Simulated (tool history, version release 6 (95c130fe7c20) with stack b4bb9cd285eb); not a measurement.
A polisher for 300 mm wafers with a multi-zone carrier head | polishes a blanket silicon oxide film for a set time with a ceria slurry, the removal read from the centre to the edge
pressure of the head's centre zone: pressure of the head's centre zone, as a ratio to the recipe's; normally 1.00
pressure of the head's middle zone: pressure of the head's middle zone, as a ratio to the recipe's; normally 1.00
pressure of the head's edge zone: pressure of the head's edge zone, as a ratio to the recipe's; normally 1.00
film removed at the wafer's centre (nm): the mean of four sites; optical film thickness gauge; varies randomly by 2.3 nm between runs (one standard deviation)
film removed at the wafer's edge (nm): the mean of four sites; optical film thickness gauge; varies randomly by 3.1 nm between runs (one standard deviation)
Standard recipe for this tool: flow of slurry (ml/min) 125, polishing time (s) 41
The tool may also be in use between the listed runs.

| run | hour | flow of slurry (ml/min) | pressure of the head's centre zone | pressure of the head's middle zone | pressure of the head's edge zone | polishing time (s) | incoming thickness of the incoming film, nm | film removed at the wafer's centre (nm) | film removed at the wafer's edge (nm) |
|---|---|---|---|---|---|---|---|---|---|
| 1 | 0.0 | 140 | 1.00 | 1.00 | 1.00 | 41 | 1334.0 | 213.6 | 219.2 |
| 2 | 62.1 | 140 | 1.00 | 1.00 | 1.00 | 41 | 1323.1 | 215.3 | 221.4 |
| 3 | 163.1 | 140 | 1.00 | 1.00 | 1.00 | 41 | 1323.1 | 215.1 | 226.6 |
| 4 | 202.7 | 125 | 1.00 | 1.00 | 1.00 | 41 | 1348.4 | 204.2 | 212.4 |
| 5 | 267.4 | 125 | 1.00 | 1.00 | 1.00 | 41 | 1327.9 | 200.2 | 213.7 |
|  | 313.8 | slurry nozzle cleaned |
|  | 327.0 | worn pad replaced by a new one |
|  | 561.3 | carrier head's membrane replaced by a new one |
|  | 582.1 | centre zone pressure recalibrated |
| 6 | 582.6 | 125 | 1.00 | 1.00 | 1.00 | 41 | 1340.8 | 212.0 | 215.2 |
|  | 645.1 | worn pad replaced by a new one |
| 7 | 687.0 | 125 | 1.00 | 1.00 | 1.00 | 41 | 1312.3 | 208.6 | 216.3 |
| 8 | 737.8 | 125 | 1.00 | 1.00 | 1.00 | 41 | 1316.9 | 212.5 | 211.0 |
| 9 | 796.4 | 125 | 1.00 | 1.00 | 1.00 | 41 | 1332.3 | 212.9 | 219.0 |
| 10 | 898.3 | 100 | 1.00 | 1.00 | 1.00 | 47 | 1354.9 | 215.1 | 234.9 |
|  | 954.4 | edge zone pressure recalibrated |
| 11 | 980.3 | 125 | 1.00 | 1.07 | 0.91 | 41 | 1319.4 | 205.3 | 209.9 |
|  | 998.3 | worn pad replaced by a new one |
| 12 | 1080.9 | 125 | 1.00 | 1.00 | 1.08 | 41 | 1316.4 | 208.1 | 229.6 |
| 13 | 1134.5 | 125 | 1.00 | 1.00 | 1.00 | 41 | 1324.4 | 203.4 | 215.2 |
|  | 1158.0 | slurry nozzle cleaned |
|  | 1293.0 | worn pad replaced by a new one |
| 14 | 1449.3 | 140 | 1.00 | 1.05 | 0.97 | 36 | 1334.0 | 186.9 | 195.4 |
|  | 1467.8 | centre zone pressure recalibrated |
| 15 | 1547.4 | 125 | 1.00 | 1.00 | 1.00 | 41 | 1332.8 | 207.3 | 217.8 |
| 16 | 1604.9 | 125 | 1.00 | 1.00 | 1.00 | 46 | 1315.0 | 232.2 | 241.8 |

What if the next run were any one of these 5? Each begins from the tool's condition after run 16:
| A | 1605.3 | 100 | 1.00 | 1.00 | 1.00 | 41 | 1334.9 | ? | ? |
| B | 1605.3 | 125 | 1.06 | 0.97 | 1.00 | 46 | 1334.9 | ? | ? |
| C | 1605.3 | 125 | 1.06 | 1.00 | 1.00 | 27 | 1334.9 | ? | ? |
| D | 1605.3 | 125 | 1.00 | 1.00 | 1.00 | 36 | 1334.9 | ? | ? |
| E | 1605.3 | 125 | 0.93 | 1.00 | 1.04 | 41 | 1334.9 | ? | ? |

| run | film removed at the wafer's centre (nm) | film removed at the wafer's edge (nm) |
|---|---|---|
| A | 194.4 | 209.1 |
| B | 252.1 | 246.4 |
| C | 148.0 | 144.6 |
| D | 186.1 | 192.8 |
| E | 197.0 | 223.8 |
Had the tool no hidden state, the same runs would have come out as:
| run | film removed at the wafer's centre (nm) | film removed at the wafer's edge (nm) |
|---|---|---|
| A | 213.9 | 220.7 |
| B | 272.1 | 257.9 |
| C | 159.7 | 151.3 |
| D | 200.8 | 201.8 |
| E | 212.6 | 234.2 |
